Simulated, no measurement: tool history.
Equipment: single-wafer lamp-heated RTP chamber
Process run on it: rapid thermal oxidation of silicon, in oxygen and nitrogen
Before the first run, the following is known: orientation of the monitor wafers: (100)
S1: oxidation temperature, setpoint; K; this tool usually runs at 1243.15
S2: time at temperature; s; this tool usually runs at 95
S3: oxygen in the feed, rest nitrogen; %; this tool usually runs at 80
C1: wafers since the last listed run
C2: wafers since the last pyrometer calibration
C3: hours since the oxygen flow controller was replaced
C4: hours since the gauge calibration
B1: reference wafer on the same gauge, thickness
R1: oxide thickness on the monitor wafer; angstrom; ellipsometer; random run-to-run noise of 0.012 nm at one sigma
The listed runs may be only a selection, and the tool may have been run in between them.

run 1 day=0 | S1=1243.15 S2=95 S3=80 | C1=0 C2=595 C3=3198.5 C4=135.1 | B1=4.933 | R1=54.42
run 2 day=0.625 | S1=1243.15 S2=95 S3=80 | C1=192 C2=788 C3=3213.5 C4=150.1 | B1=4.927 | R1=54.48
run 3 day=1.208 | S1=1243.15 S2=116 S3=80 | C1=179 C2=967 C3=3227.5 C4=164.1 | B1=4.929 | R1=59.58
run 4 day=2.475 | S1=1243.15 S2=116 S3=80 | C1=389 C2=1357 C3=3257.9 C4=194.5 | B1=4.936 | R1=59.36
run 5 day=3.15 | S1=1243.15 S2=116 S3=80 | C1=207 C2=1565 C3=3274.1 C4=210.7 | B1=4.929 | R1=59.86
run 6 day=3.975 | S1=1243.15 S2=95 S3=98 | C1=253 C2=1819 C3=3293.9 C4=230.5 | B1=4.927 | R1=58.46
run 7 day=4.488 | S1=1243.15 S2=95 S3=98 | C1=157 C2=1977 C3=3306.2 C4=242.8 | B1=4.928 | R1=58.46
run 8 day=5.346 | S1=1243.15 S2=129 S3=80 | C1=264 C2=2241 C3=3326.8 C4=263.4 | B1=4.931 | R1=62.57
run 9 day=6.033 | S1=1243.15 S2=129 S3=80 | C1=211 C2=2452 C3=3343.3 C4=279.9 | B1=4.929 | R1=62.56
run 10 day=6.871 | S1=1243.15 S2=95 S3=80 | C1=257 C2=2710 C3=3363.4 C4=300 | B1=4.936 | R1=54.6
run 11 day=8.088 | S1=1243.15 S2=95 S3=80 | C1=374 C2=3085 C3=3392.6 C4=329.2 | B1=4.929 | R1=54.47
run 12 day=9.404 | S1=1243.15 S2=95 S3=80 | C1=405 C2=3490 C3=3424.2 C4=360.8 | B1=4.928 | R1=54.39
run 13 day=9.938 | S1=1243.15 S2=95 S3=80 | C1=164 C2=3654 C3=3437 C4=373.6 | B1=4.929 | R1=54.76
run 14 day=10.562 | S1=1243.15 S2=95 S3=97 | C1=192 C2=3847 C3=3452 C4=388.6 | B1=4.929 | R1=58.22
-- day=11.846 pyrometer window cleaned and pyrometer calibrated
run 15 day=12.046 | S1=1243.15 S2=95 S3=97 | C1=353 C2=61 C3=3487.6 C4=424.2 | B1=4.93 | R1=58.18
run 16 day=12.633 | S1=1257.15 S2=115 S3=71 | C1=180 C2=242 C3=3501.7 C4=438.3 | B1=4.936 | R1=63.24
run 17 day=13.879 | S1=1216.15 S2=131 S3=98 | C1=383 C2=626 C3=3531.6 C4=468.2 | B1=4.93 | R1=54.86
-- day=14.192 gauge calibrated
run 18 day=14.942 | S1=1243.15 S2=95 S3=80 | C1=327 C2=953 C3=3557.1 C4=18 | B1=4.933 | R1=54.6
run 19 day=16.154 | S1=1243.15 S2=81 S3=56 | C1=373 C2=1326 C3=3586.2 C4=47.1 | B1=4.933 | R1=45.29
-- day=17.446 oxygen flow controller replaced
run 20 day=17.467 | S1=1243.15 S2=52 S3=80 | C1=301 C2=1627 C3=0.5 C4=78.6 | B1=4.926 | R1=42.47

For run 21, what comes out?
run 21 day=18.45 | S1=1243.15 S2=137 S3=98 | C1=302 C2=1930 C3=24.1 C4=102.2 | B1=? | R1=?

B1: 4.927
R1: 68.91 angstrom
Take away the tool's hidden state, keep the run-to-run variation as it was, and the same run would have given R1 68.91 angstrom.
